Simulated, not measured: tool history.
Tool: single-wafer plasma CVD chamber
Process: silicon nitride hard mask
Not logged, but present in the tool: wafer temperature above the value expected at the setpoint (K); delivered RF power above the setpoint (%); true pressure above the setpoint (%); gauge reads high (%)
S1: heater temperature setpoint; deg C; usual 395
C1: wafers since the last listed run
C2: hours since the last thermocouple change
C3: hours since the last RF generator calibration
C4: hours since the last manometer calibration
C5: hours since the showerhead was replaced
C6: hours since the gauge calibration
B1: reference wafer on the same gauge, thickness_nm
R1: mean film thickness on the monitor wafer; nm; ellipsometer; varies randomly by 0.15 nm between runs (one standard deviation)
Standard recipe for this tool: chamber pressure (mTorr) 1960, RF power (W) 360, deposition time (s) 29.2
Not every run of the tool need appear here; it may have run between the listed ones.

Run 1, hour 0: usual settings; C1 0; C2 0.5; C3 1398.1; C4 1947.4; C5 3018.8; C6 2505.6; B1 40.654. Result: R1 44.247 nm.
Run 2, hour 77.3: usual settings; C1 1429; C2 77.8; C3 1475.4; C4 2024.7; C5 3096.1; C6 2582.9; B1 40.625. Result: R1 43.803 nm.
Run 3, hour 138.7: usual settings; C1 1135; C2 139.2; C3 1536.8; C4 2086.1; C5 3157.5; C6 2644.3; B1 40.605. Result: R1 44.171 nm.
Run 4, hour 214.8: usual settings; C1 1407; C2 215.3; C3 1612.9; C4 2162.2; C5 3233.6; C6 2720.4; B1 40.65. Result: R1 43.963 nm.
Run 5, hour 276.4: usual settings; C1 1139; C2 276.9; C3 1674.5; C4 2223.8; C5 3295.2; C6 2782; B1 40.542. Result: R1 44.147 nm.
Run 6, hour 330.1: usual settings; C1 993; C2 330.6; C3 1728.2; C4 2277.5; C5 3348.9; C6 2835.7; B1 40.572. Result: R1 43.871 nm.
Run 7, hour 387.7: usual settings; C1 1065; C2 388.2; C3 1785.8; C4 2335.1; C5 3406.5; C6 2893.3; B1 40.637. Result: R1 44.166 nm.
Run 8, hour 465.6: usual settings but S1 389 deg C, deposition time (s) 33; C1 1440; C2 466.1; C3 1863.7; C4 2413; C5 3484.4; C6 2971.2; B1 40.596. Result: R1 50.288 nm.
Run 9, hour 545.6: usual settings but S1 400 deg C, chamber pressure (mTorr) 2360, RF power (W) 320, deposition time (s) 33.8; C1 1479; C2 546.1; C3 1943.7; C4 2493; C5 3564.4; C6 3051.2; B1 40.636. Result: R1 50.199 nm.
At hour 574.4: showerhead replaced.
Run 10, hour 650.3: usual settings but chamber pressure (mTorr) 1630; C1 1788; C2 650.8; C3 2048.4; C4 2597.7; C5 75.9; C6 3155.9; B1 40.62. Result: R1 41.187 nm.
Run 11, hour 754.6: usual settings; C1 1928; C2 755.1; C3 2152.7; C4 2702; C5 180.2; C6 3260.2; B1 40.575. Result: R1 44.52 nm.
At hour 785: gauge calibrated.
Run 12, hour 835.1: usual settings but S1 409 deg C, chamber pressure (mTorr) 2190; C1 1488; C2 835.6; C3 2233.2; C4 2782.5; C5 260.7; C6 50.1; B1 40.689. Result: R1 45.668 nm.
Run 13, hour 937.1: usual settings; C1 1886; C2 937.6; C3 2335.2; C4 2884.5; C5 362.7; C6 152.1; B1 40.674. Result: R1 44.419 nm.
At hour 990.8: capacitance manometer re-zeroed and calibrated.
Run 14, hour 1027: usual settings; C1 1514; C2 1027.5; C3 2425.1; C4 36.2; C5 452.6; C6 242; B1 40.571. Result: R1 42.855 nm.
Run 15, hour 1098.3: usual settings but chamber pressure (mTorr) 2240; C1 1318; C2 1098.8; C3 2496.4; C4 107.5; C5 523.9; C6 313.3; B1 40.644. Result: R1 44.937 nm.
At hour 1175.1: thermocouple changed; heater temperature recalibrated.
Run 16, hour 1203.1: usual settings but S1 388 deg C, chamber pressure (mTorr) 1540, RF power (W) 395; C1 1790; C2 28; C3 2601.2; C4 212.3; C5 628.7; C6 418.1; B1 40.66. Result: R1 41.646 nm.
Run 17, hour 1302.2: usual settings; C1 1832; C2 127.1; C3 2700.3; C4 311.4; C5 727.8; C6 517.2; B1 40.511. Result: R1 43.236 nm.
At hour 1380.7: RF generator calibrated.
Run 18, hour 1386.4: usual settings but S1 400 deg C, chamber pressure (mTorr) 2420, deposition time (s) 25.5; C1 1409; C2 211.3; C3 5.7; C4 395.6; C5 812; C6 601.4; B1 40.614. Result: R1 40.245 nm.
Run 19, hour 1468.2: usual settings; C1 1512; C2 293.1; C3 87.5; C4 477.4; C5 893.8; C6 683.2; B1 40.558. Result: R1 43.461 nm.
Run 20, hour 1571.2: usual settings but S1 382 deg C; C1 1904; C2 396.1; C3 190.5; C4 580.4; C5 996.8; C6 786.2; B1 40.592. Result: R1 43.833 nm.
Run 21, hour 1620.1: usual settings; C1 904; C2 445; C3 239.4; C4 629.3; C5 1045.7; C6 835.1; B1 40.576. Result: R1 43.418 nm.
Run 22, hour 1726.3: usual settings but chamber pressure (mTorr) 2250, RF power (W) 415, deposition time (s) 31.3; C1 1963; C2 551.2; C3 345.6; C4 735.5; C5 1151.9; C6 941.3; B1 40.64. Result: R1 52.862 nm.
Run 23, hour 1797.7: usual settings but RF power (W) 325, deposition time (s) 34.6; C1 1320; C2 622.6; C3 417; C4 806.9; C5 1223.3; C6 1012.7; B1 40.635. Result: R1 48.579 nm.
Run 24, hour 1883.7: usual settings but S1 382 deg C; C1 1590; C2 708.6; C3 503; C4 892.9; C5 1309.3; C6 1098.7; B1 40.579. Result: R1 43.687 nm.
Run 25, hour 1925.6: usual settings but S1 400 deg C, chamber pressure (mTorr) 2250; C1 774; C2 750.5; C3 544.9; C4 934.8; C5 1351.2; C6 1140.6; B1 40.569. Result: R1 45.287 nm.
Run 26, hour 2005.1: usual settings but S1 384 deg C, chamber pressure (mTorr) 2150, RF power (W) 385, deposition time (s) 24.8; C1 1470; C2 830; C3 624.4; C4 1014.3; C5 1430.7; C6 1220.1; B1 40.66. Result: R1 39.992 nm.
Run 27, hour 2081.3: usual settings but S1 383 deg C; C1 1409; C2 906.2; C3 700.6; C4 1090.5; C5 1506.9; C6 1296.3; B1 40.63. Result: R1 43.794 nm.
Run 28, hour 2166.2: usual settings but chamber pressure (mTorr) 2310, RF power (W) 420; C1 1569; C2 991.1; C3 785.5; C4 1175.4; C5 1591.8; C6 1381.2; B1 40.631. Result: R1 50.245 nm.

What differs in the tool's unlogged condition from the final listed run ahead of each entry between runs to the first listed run following it?
Runs 9 to 10: showerhead replaced (hour 574.4)
  true pressure above the setpoint (%): 8.85 -> 8.9
  difference, measured minus the result without the unlogged condition, R1: +1.195 -> +1.279 nm
Runs 11 to 12: gauge calibrated (hour 785)
  true pressure above the setpoint (%): 8.96 -> 8.99
  difference, measured minus the result without the unlogged condition, R1: +1.253 -> +1.205 nm
Runs 13 to 14: capacitance manometer re-zeroed and calibrated (hour 990.8)
  true pressure above the setpoint (%): 9.03 -> 0.0715
  difference, measured minus the result without the unlogged condition, R1: +1.26 -> +0.01 nm
Runs 15 to 16: thermocouple changed; heater temperature recalibrated (hour 1175.1)
  true pressure above the setpoint (%): 0.683 -> 1.5
  difference, measured minus the result without the unlogged condition, R1: +0.103 -> +0.24 nm
Runs 17 to 18: RF generator calibrated (hour 1380.7)
  true pressure above the setpoint (%): 2.19 -> 2.72
  difference, measured minus the result without the unlogged condition, R1: +0.314 -> +0.308 nm
